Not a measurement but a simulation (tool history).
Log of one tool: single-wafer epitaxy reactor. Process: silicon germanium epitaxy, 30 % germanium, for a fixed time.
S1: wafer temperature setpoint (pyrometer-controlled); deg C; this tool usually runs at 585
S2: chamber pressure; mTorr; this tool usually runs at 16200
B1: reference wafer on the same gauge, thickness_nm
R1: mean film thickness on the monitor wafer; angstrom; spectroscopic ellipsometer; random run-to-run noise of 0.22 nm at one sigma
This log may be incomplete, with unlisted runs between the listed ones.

| run | hour | S1 | S2 | B1 | R1 |
|---|---|---|---|---|---|
| 1 | 0 | 585 | 16200 | 46.695 | 348.97 |
| 2 | 14.4 | 585 | 16200 | 46.829 | 352.52 |
| 3 | 40.4 | 585 | 16200 | 46.757 | 349.63 |
| 4 | 114.8 | 585 | 16200 | 46.765 | 351.23 |
| 5 | 139.4 | 585 | 16200 | 46.821 | 349.58 |
| 6 | 161.5 | 585 | 16200 | 46.801 | 347.57 |
|  | 186.3 | capacitance manometer re-zeroed and calibrated |
| 7 | 190.8 | 585 | 16200 | 46.842 | 350.99 |
|  | 194.9 | gauge calibrated |
|  | 200 | pyrometer calibrated |
| 8 | 205.9 | 585 | 16200 | 46.781 | 397.68 |
| 9 | 220.3 | 585 | 16200 | 46.805 | 396.43 |
| 10 | 275.9 | 585 | 16200 | 46.922 | 394.54 |
| 11 | 293.9 | 585 | 18200 | 46.775 | 421.35 |
| 12 | 306.1 | 589 | 14100 | 46.763 | 397.65 |
| 13 | 327 | 585 | 16200 | 46.818 | 392.99 |
| 14 | 355.9 | 580 | 18200 | 46.759 | 374.92 |
| 15 | 382.2 | 574 | 17800 | 46.814 | 327.93 |
|  | 394.7 | showerhead replaced |
| 16 | 395.2 | 594 | 18200 | 46.819 | 498.78 |
| 17 | 417.6 | 574 | 17500 | 46.885 | 321.95 |
| 18 | 453 | 571 | 19900 | 46.813 | 322.92 |
| 19 | 482.4 | 585 | 16200 | 46.796 | 387.6 |
| 20 | 514.9 | 585 | 16200 | 46.85 | 386.45 |

What if the next run were any one of these 3? Each begins from the tool's condition after run 20:
| A | 515.3 | 598 | 16200 | ? | ? |
| B | 515.3 | 594 | 14700 | ? | ? |
| C | 515.3 | 585 | 12500 | ? | ? |

| run | B1 | R1 |
|---|---|---|
| A | 46.831 | 500.04 |
| B | 46.831 | 439.36 |
| C | 46.831 | 335.92 |
What these runs would have given with no unlogged condition in the tool:
| run | R1 |
|---|---|
| A | 520.78 |
| B | 457.77 |
| C | 350.32 |

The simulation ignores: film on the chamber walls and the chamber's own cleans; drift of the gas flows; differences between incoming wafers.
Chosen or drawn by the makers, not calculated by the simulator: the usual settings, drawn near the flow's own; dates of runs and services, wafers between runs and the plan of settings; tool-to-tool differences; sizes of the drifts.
